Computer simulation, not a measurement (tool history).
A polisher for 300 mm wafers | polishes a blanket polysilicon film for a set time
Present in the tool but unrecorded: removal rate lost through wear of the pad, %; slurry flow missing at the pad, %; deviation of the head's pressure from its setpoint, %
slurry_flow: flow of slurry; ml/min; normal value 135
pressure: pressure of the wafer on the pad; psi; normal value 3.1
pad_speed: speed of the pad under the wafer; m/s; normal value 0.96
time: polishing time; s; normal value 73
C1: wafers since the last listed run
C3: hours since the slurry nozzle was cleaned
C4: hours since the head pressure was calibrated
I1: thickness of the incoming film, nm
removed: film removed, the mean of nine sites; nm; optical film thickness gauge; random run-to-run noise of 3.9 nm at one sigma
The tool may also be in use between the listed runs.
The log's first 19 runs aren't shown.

{"day": 21.654, "done": "worn pad replaced by a new one"}
{"run": 20, "day": 21.675, "slurry_flow": 155, "pressure": 2.5, "pad_speed": 1.18, "time": 60, "C1": 166, "wafers polished on this pad": 5, "C3": 250.7, "C4": 196.1, "I1": 1793.9, "removed": 451.6}
{"run": 21, "day": 22.558, "slurry_flow": 105, "pressure": 2.1, "pad_speed": 0.82, "time": 73, "C1": 215, "wafers polished on this pad": 220, "C3": 271.9, "C4": 217.3, "I1": 1783.8, "removed": 297.0}
{"run": 22, "day": 23.967, "slurry_flow": 135, "pressure": 3.4, "pad_speed": 1.1, "time": 55, "C1": 343, "wafers polished on this pad": 564, "C3": 305.7, "C4": 251.1, "I1": 1808.4, "removed": 513.2}
{"run": 23, "day": 24.742, "slurry_flow": 135, "pressure": 3.1, "pad_speed": 0.96, "time": 73, "C1": 189, "wafers polished on this pad": 753, "C3": 324.3, "C4": 269.7, "I1": 1817.7, "removed": 534.7}
{"run": 24, "day": 25.871, "slurry_flow": 135, "pressure": 2.1, "pad_speed": 0.96, "time": 73, "C1": 275, "wafers polished on this pad": 1029, "C3": 351.4, "C4": 296.8, "I1": 1778.4, "removed": 359.2}
{"run": 25, "day": 26.775, "slurry_flow": 135, "pressure": 2.6, "pad_speed": 0.96, "time": 59, "C1": 220, "wafers polished on this pad": 1250, "C3": 373.1, "C4": 318.5, "I1": 1817.8, "removed": 361.5}
{"run": 26, "day": 27.767, "slurry_flow": 135, "pressure": 2.5, "pad_speed": 0.96, "time": 73, "C1": 242, "wafers polished on this pad": 1492, "C3": 396.9, "C4": 342.3, "I1": 1831.4, "removed": 415.7}
{"run": 27, "day": 28.304, "slurry_flow": 135, "pressure": 3.6, "pad_speed": 0.96, "time": 73, "C1": 131, "wafers polished on this pad": 1623, "C3": 409.8, "C4": 355.2, "I1": 1781.4, "removed": 598.3}
{"day": 28.85, "done": "worn pad replaced by a new one"}
{"run": 28, "day": 29.742, "slurry_flow": 135, "pressure": 3.1, "pad_speed": 0.96, "time": 73, "C1": 310, "wafers polished on this pad": 217, "C3": 444.3, "C4": 389.7, "I1": 1798.2, "removed": 543.5}
{"run": 29, "day": 30.438, "slurry_flow": 150, "pressure": 3.1, "pad_speed": 0.96, "time": 73, "C1": 169, "wafers polished on this pad": 387, "C3": 461.0, "C4": 406.4, "I1": 1821.2, "removed": 553.5}
{"run": 30, "day": 30.962, "slurry_flow": 135, "pressure": 3.6, "pad_speed": 0.8, "time": 73, "C1": 128, "wafers polished on this pad": 515, "C3": 473.6, "C4": 419.0, "I1": 1781.4, "removed": 520.1}
{"run": 31, "day": 32.038, "slurry_flow": 135, "pressure": 3.1, "pad_speed": 1.04, "time": 73, "C1": 262, "wafers polished on this pad": 777, "C3": 499.4, "C4": 444.8, "I1": 1802.5, "removed": 581.1}
{"run": 32, "day": 32.917, "slurry_flow": 150, "pressure": 3.6, "pad_speed": 0.96, "time": 73, "C1": 214, "wafers polished on this pad": 992, "C3": 520.5, "C4": 465.9, "I1": 1844.8, "removed": 630.1}
{"run": 33, "day": 34.333, "slurry_flow": 145, "pressure": 3.1, "pad_speed": 0.72, "time": 52, "C1": 345, "wafers polished on this pad": 1338, "C3": 554.5, "C4": 499.9, "I1": 1829.0, "removed": 284.2}
{"run": 34, "day": 35.325, "slurry_flow": 105, "pressure": 3.1, "pad_speed": 0.96, "time": 73, "C1": 242, "wafers polished on this pad": 1580, "C3": 578.3, "C4": 523.7, "I1": 1807.2, "removed": 503.9}
{"run": 35, "day": 36.017, "slurry_flow": 135, "pressure": 2.0, "pad_speed": 0.96, "time": 73, "C1": 168, "wafers polished on this pad": 1749, "C3": 594.9, "C4": 540.3, "I1": 1802.1, "removed": 330.0}
{"run": 36, "day": 36.592, "slurry_flow": 100, "pressure": 3.1, "pad_speed": 0.78, "time": 73, "C1": 140, "wafers polished on this pad": 1889, "C3": 608.7, "C4": 554.1, "I1": 1843.4, "removed": 395.9}

Consider 3 possible next runs. They are alternatives, not a sequence: every one starts from the tool as it was left by run 36. What does each give?
{"run": "A", "day": 36.608, "slurry_flow": 135, "pressure": 3.1, "pad_speed": 0.96, "time": 73, "C1": 4, "wafers polished on this pad": 1893, "C3": 609.1, "C4": 554.5, "I1": 1844.5, "removed": "?"}
{"run": "B", "day": 36.608, "slurry_flow": 120, "pressure": 3.1, "pad_speed": 0.96, "time": 81, "C1": 4, "wafers polished on this pad": 1893, "C3": 609.1, "C4": 554.5, "I1": 1844.5, "removed": "?"}
{"run": "C", "day": 36.608, "slurry_flow": 120, "pressure": 2.2, "pad_speed": 0.96, "time": 73, "C1": 4, "wafers polished on this pad": 1893, "C3": 609.1, "C4": 554.5, "I1": 1844.5, "removed": "?"}

run=A removed=510.8
run=B removed=556.2
run=C removed=355.7
With the hidden condition removed and each run's random variation left untouched, the same runs would have given:
run=A removed=543.2
run=B removed=591.5
run=C removed=378.3

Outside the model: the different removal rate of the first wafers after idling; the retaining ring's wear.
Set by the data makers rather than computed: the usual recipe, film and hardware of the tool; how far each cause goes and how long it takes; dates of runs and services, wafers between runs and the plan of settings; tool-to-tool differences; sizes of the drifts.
